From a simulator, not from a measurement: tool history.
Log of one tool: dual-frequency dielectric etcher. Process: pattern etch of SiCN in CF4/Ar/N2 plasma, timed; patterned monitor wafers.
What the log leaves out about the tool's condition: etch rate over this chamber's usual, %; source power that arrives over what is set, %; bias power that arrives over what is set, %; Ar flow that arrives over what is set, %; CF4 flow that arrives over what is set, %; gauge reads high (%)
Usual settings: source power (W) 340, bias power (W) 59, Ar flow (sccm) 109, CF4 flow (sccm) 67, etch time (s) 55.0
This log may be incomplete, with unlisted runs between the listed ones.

run,hour,source power (W),bias power (W),Ar flow (sccm),CF4 flow (sccm),etch time (s),wafers since the last listed run,hours since the last wet clean,hours since the last source power generator calibration,hours since the last bias power generator calibration,hours since the last Ar flow controller change,hours since the last CF4 flow controller change,hours since the last upper electrode change,hours since the gauge calibration,"read-back reference wafer on the same gauge, depth_nm",mean etch depth across the wafer (nm)
1,0.0,340,59,109,67,58.5,0,375.8,2137.3,3165.8,2547.9,3612.8,3819.2,131.0,40.69,35.29
2,15.0,340,59,109,67,58.5,171,390.8,2152.3,3180.8,2562.9,3627.8,3834.2,146.0,40.73,35.37
# hour 29.3: gauge calibrated
3,29.7,340,59,109,67,55.0,168,405.5,2167.0,3195.5,2577.6,3642.5,3848.9,0.4,40.72,33.24
4,44.9,340,59,109,67,55.0,174,420.7,2182.2,3210.7,2592.8,3657.7,3864.1,15.6,40.69,33.24
5,62.4,340,59,109,67,63.5,200,438.2,2199.7,3228.2,2610.3,3675.2,3881.6,33.1,40.67,38.37
6,74.5,340,59,126,58,55.0,138,450.3,2211.8,3240.3,2622.4,3687.3,3893.7,45.2,40.70,30.91
7,92.4,340,59,129,67,55.0,205,468.2,2229.7,3258.2,2640.3,3705.2,3911.6,63.1,40.70,32.00
# hour 121.7: upper electrode replaced
# hour 124.5: CF4 flow controller replaced
8,125.0,340,59,129,67,55.0,66,500.8,2262.3,3290.8,2672.9,0.5,3.3,95.7,40.69,31.97
9,125.3,340,59,129,67,55.0,3,501.1,2262.6,3291.1,2673.2,0.8,3.6,96.0,40.71,32.00
10,138.8,400,66,109,67,38.5,154,514.6,2276.1,3304.6,2686.7,14.3,17.1,109.5,40.70,28.92
11,156.7,400,59,126,73,45.5,205,532.5,2294.0,3322.5,2704.6,32.2,35.0,127.4,40.73,32.26
12,168.0,340,59,109,67,55.0,129,543.8,2305.3,3333.8,2715.9,43.5,46.3,138.7,40.68,33.49
13,179.3,340,59,109,67,55.0,129,555.1,2316.6,3345.1,2727.2,54.8,57.6,150.0,40.72,33.47
# hour 215.2: wet clean of the chamber
14,215.7,340,59,109,67,55.0,142,0.5,2353.0,3381.5,2763.6,91.2,94.0,186.4,40.72,32.92
15,216.0,270,51,130,67,48.0,3,0.8,2353.3,3381.8,2763.9,91.5,94.3,186.7,40.71,20.21
16,217.2,340,59,109,67,55.0,13,2.0,2354.5,3383.0,2765.1,92.7,95.5,187.9,40.68,32.91
# hour 224.5: gauge calibrated
# hour 229.2: bias power generator calibrated
# hour 232.2: source power generator calibrated
17,232.7,340,59,109,67,58.5,97,17.5,0.5,3.5,2780.6,108.2,111.0,8.2,40.72,37.15
# hour 246.0: Ar flow controller replaced
18,259.5,370,51,101,67,55.0,238,44.3,27.3,30.3,13.5,135.0,137.8,35.0,40.71,36.84
19,289.1,290,59,109,79,55.0,339,73.9,56.9,59.9,43.1,164.6,167.4,64.6,40.67,30.53
20,304.7,260,46,118,67,55.0,178,89.5,72.5,75.5,58.7,180.2,183.0,80.2,40.70,23.07
21,313.6,420,64,94,67,55.0,101,98.4,81.4,84.4,67.6,189.1,191.9,89.1,40.69,46.42

4 options for the next run, each taken on its own from the tool as it stands now. Forecast them:
A,314.0,340,59,95,67,55.0,4,98.8,81.8,84.8,68.0,189.5,192.3,89.5,?,?
B,314.0,380,66,98,67,55.0,4,98.8,81.8,84.8,68.0,189.5,192.3,89.5,?,?
C,314.0,340,59,97,67,39.0,4,98.8,81.8,84.8,68.0,189.5,192.3,89.5,?,?
D,314.0,290,44,87,67,55.0,4,98.8,81.8,84.8,68.0,189.5,192.3,89.5,?,?

run,"read-back reference wafer on the same gauge, depth_nm",mean etch depth across the wafer (nm)
A,40.70,36.13
B,40.70,42.05
C,40.70,25.48
D,40.70,27.92
Take away the tool's hidden state, keep each run's random variation, and the runs would have read:
run,mean etch depth across the wafer (nm)
A,35.95
B,41.83
C,25.35
D,27.78
